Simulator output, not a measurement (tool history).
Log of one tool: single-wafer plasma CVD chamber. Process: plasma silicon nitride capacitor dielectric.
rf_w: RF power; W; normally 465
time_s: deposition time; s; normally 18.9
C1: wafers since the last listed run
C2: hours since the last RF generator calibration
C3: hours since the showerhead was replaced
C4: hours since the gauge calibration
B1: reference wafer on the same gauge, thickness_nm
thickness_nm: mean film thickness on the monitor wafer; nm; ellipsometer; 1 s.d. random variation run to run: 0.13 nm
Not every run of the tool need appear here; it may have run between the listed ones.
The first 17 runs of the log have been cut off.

{"run": 18, "hour": 1450.5, "rf_w": 465, "time_s": 18.9, "C1": 2981, "C2": 645.6, "C3": 4971.3, "C4": 688.6, "B1": 27.785, "thickness_nm": 26.181}
{"run": 19, "hour": 1528.6, "rf_w": 520, "time_s": 16.3, "C1": 2564, "C2": 723.7, "C3": 5049.4, "C4": 766.7, "B1": 27.772, "thickness_nm": 23.843}
{"run": 20, "hour": 1574.9, "rf_w": 520, "time_s": 16.3, "C1": 1520, "C2": 770, "C3": 5095.7, "C4": 813, "B1": 27.779, "thickness_nm": 23.738}
{"run": 21, "hour": 1821.7, "rf_w": 410, "time_s": 17.6, "C1": 8104, "C2": 1016.8, "C3": 5342.5, "C4": 1059.8, "B1": 27.767, "thickness_nm": 23.093}
{"run": 22, "hour": 1910.2, "rf_w": 525, "time_s": 15.2, "C1": 2906, "C2": 1105.3, "C3": 5431, "C4": 1148.3, "B1": 27.8, "thickness_nm": 21.863}
{"hour": 1996.4, "done": "showerhead replaced"}
{"run": 23, "hour": 2006.9, "rf_w": 465, "time_s": 18.9, "C1": 2912, "C2": 1202, "C3": 10.5, "C4": 1245, "B1": 27.789, "thickness_nm": 26.063}
{"run": 24, "hour": 2106.9, "rf_w": 440, "time_s": 15.8, "C1": 3283, "C2": 1302, "C3": 110.5, "C4": 1345, "B1": 27.799, "thickness_nm": 21.339}
{"run": 25, "hour": 2200.4, "rf_w": 465, "time_s": 18.9, "C1": 3070, "C2": 1395.5, "C3": 204, "C4": 1438.5, "B1": 27.811, "thickness_nm": 25.896}
{"run": 26, "hour": 2244.9, "rf_w": 520, "time_s": 17.6, "C1": 1461, "C2": 1440, "C3": 248.5, "C4": 1483, "B1": 27.746, "thickness_nm": 25.339}
{"run": 27, "hour": 2310.6, "rf_w": 410, "time_s": 22.1, "C1": 2157, "C2": 1505.7, "C3": 314.2, "C4": 1548.7, "B1": 27.772, "thickness_nm": 29.083}
{"run": 28, "hour": 2415.9, "rf_w": 500, "time_s": 17.8, "C1": 3457, "C2": 1611, "C3": 419.5, "C4": 1654, "B1": 27.819, "thickness_nm": 25.065}
{"run": 29, "hour": 2499.0, "rf_w": 500, "time_s": 15.5, "C1": 2728, "C2": 1694.1, "C3": 502.6, "C4": 1737.1, "B1": 27.725, "thickness_nm": 21.672}
{"hour": 2557.3, "done": "RF generator calibrated"}
{"run": 30, "hour": 2589.3, "rf_w": 395, "time_s": 18.9, "C1": 2702, "C2": 32, "C3": 592.9, "C4": 1827.4, "B1": 27.725, "thickness_nm": 24.944}
{"run": 31, "hour": 2683.7, "rf_w": 465, "time_s": 18.9, "C1": 3099, "C2": 126.4, "C3": 687.3, "C4": 1921.8, "B1": 27.853, "thickness_nm": 26.612}
{"run": 32, "hour": 2768.7, "rf_w": 410, "time_s": 16.6, "C1": 2791, "C2": 211.4, "C3": 772.3, "C4": 2006.8, "B1": 27.778, "thickness_nm": 22.389}
{"run": 33, "hour": 2839.0, "rf_w": 465, "time_s": 18.9, "C1": 2308, "C2": 281.7, "C3": 842.6, "C4": 2077.1, "B1": 27.83, "thickness_nm": 26.497}
{"run": 34, "hour": 2940.6, "rf_w": 550, "time_s": 17.2, "C1": 3336, "C2": 383.3, "C3": 944.2, "C4": 2178.7, "B1": 27.785, "thickness_nm": 25.624}
{"run": 35, "hour": 3008.0, "rf_w": 465, "time_s": 18.9, "C1": 2213, "C2": 450.7, "C3": 1011.6, "C4": 2246.1, "B1": 27.786, "thickness_nm": 26.526}
{"run": 36, "hour": 3082.5, "rf_w": 535, "time_s": 21, "C1": 2446, "C2": 525.2, "C3": 1086.1, "C4": 2320.6, "B1": 27.783, "thickness_nm": 31.047}
{"run": 37, "hour": 3126.3, "rf_w": 555, "time_s": 15.5, "C1": 1438, "C2": 569, "C3": 1129.9, "C4": 2364.4, "B1": 27.859, "thickness_nm": 23.019}
{"run": 38, "hour": 3168.9, "rf_w": 405, "time_s": 18.9, "C1": 1398, "C2": 611.6, "C3": 1172.5, "C4": 2407, "B1": 27.803, "thickness_nm": 25.18}
{"run": 39, "hour": 3235.6, "rf_w": 465, "time_s": 18.9, "C1": 2190, "C2": 678.3, "C3": 1239.2, "C4": 2473.7, "B1": 27.777, "thickness_nm": 26.003}
{"run": 40, "hour": 3315.7, "rf_w": 390, "time_s": 22, "C1": 2630, "C2": 758.4, "C3": 1319.3, "C4": 2553.8, "B1": 27.796, "thickness_nm": 28.788}
{"run": 41, "hour": 3413.2, "rf_w": 375, "time_s": 18.9, "C1": 3201, "C2": 855.9, "C3": 1416.8, "C4": 2651.3, "B1": 27.768, "thickness_nm": 24.21}
{"run": 42, "hour": 3454.9, "rf_w": 430, "time_s": 18.9, "C1": 1369, "C2": 897.6, "C3": 1458.5, "C4": 2693, "B1": 27.854, "thickness_nm": 25.425}

What will run 43 give?
{"run": 43, "hour": 3552.9, "rf_w": 465, "time_s": 18.9, "C1": 3218, "C2": 995.6, "C3": 1556.5, "C4": 2791, "B1": "?", "thickness_nm": "?"}

{"run 43": {"B1": 27.793, "thickness_nm": 26.351}}
With the hidden condition absent and the run-to-run variation left alone, this run would have shown thickness_nm 26.79 nm.
